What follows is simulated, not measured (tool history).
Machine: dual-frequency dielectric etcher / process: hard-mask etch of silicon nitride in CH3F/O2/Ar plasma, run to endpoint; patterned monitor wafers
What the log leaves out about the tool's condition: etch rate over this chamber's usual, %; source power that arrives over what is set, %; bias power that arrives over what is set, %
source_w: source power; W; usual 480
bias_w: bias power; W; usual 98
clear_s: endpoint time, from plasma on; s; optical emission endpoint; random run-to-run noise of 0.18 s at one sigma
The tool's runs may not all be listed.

run	hour	source_w	bias_w	wafers since the last listed run	hours since the last wet clean	hours since the last source power generator calibration	hours since the last bias power generator calibration	hours since the last upper electrode change	incoming incoming film thickness, nm	clear_s
1	0	480	92	0	194.5	3587.1	4689.9	2795.8	53.8	60.5
2	32.8	480	92	208	227.3	3619.9	4722.7	2828.6	53.4	60.2
3	67.7	480	92	221	262.2	3654.8	4757.6	2863.5	53.9	60.8
4	81.7	480	87	88	276.2	3668.8	4771.6	2877.5	54.3	62
5	101.8	480	87	127	296.3	3688.9	4791.7	2897.6	53.4	61.3
6	137.5	480	98	226	332	3724.6	4827.4	2933.3	53.9	60.2
# hour 168.5: wet clean of the chamber
7	169	480	98	47	0.5	3756.1	4858.9	2964.8	53.5	58.5
8	193.1	480	98	152	24.6	3780.2	4883	2988.9	53.9	59
9	217.8	480	98	156	49.3	3804.9	4907.7	3013.6	53.9	59.2
10	255.7	550	83	240	87.2	3842.8	4945.6	3051.5	54.1	58.3
# hour 291.9: bias power generator calibrated
# hour 311.1: upper electrode replaced
11	311.6	440	92	207	143.1	3898.7	19.7	0.5	54.6	63.8
# hour 320.6: source power generator calibrated
12	321.1	440	92	34	152.6	0.5	29.2	10	53.9	63
13	344.4	560	92	147	175.9	23.8	52.5	33.3	53.8	56.1
14	423.2	480	116	500	254.7	102.6	131.3	112.1	53.6	57
15	444.5	550	117	135	276	123.9	152.6	133.4	54.3	53.9
16	467.7	480	112	147	299.2	147.1	175.8	156.6	54	57.9
17	490.6	480	98	145	322.1	170	198.7	179.5	54.3	60.5
18	503.8	480	98	83	335.3	183.2	211.9	192.7	53.8	59.6
# hour 553.8: wet clean of the chamber
19	554.3	580	109	168	0.5	233.7	262.4	243.2	54.4	53.7

Branching from run 19: 4 alternative next runs. What would each branch give?
A	554.7	540	98	2	0.9	234.1	262.8	243.6	54.2	?
B	554.7	540	122	2	0.9	234.1	262.8	243.6	54.2	?
C	554.7	480	76	2	0.9	234.1	262.8	243.6	54.2	?
D	554.7	480	79	2	0.9	234.1	262.8	243.6	54.2	?

run	clear_s
A	56.8
B	53.7
C	63.5
D	63
The same runs, with their run-to-run variation unchanged, on a tool lacking any hidden condition would have given:
run	clear_s
A	56.8
B	53.7
C	63.5
D	63
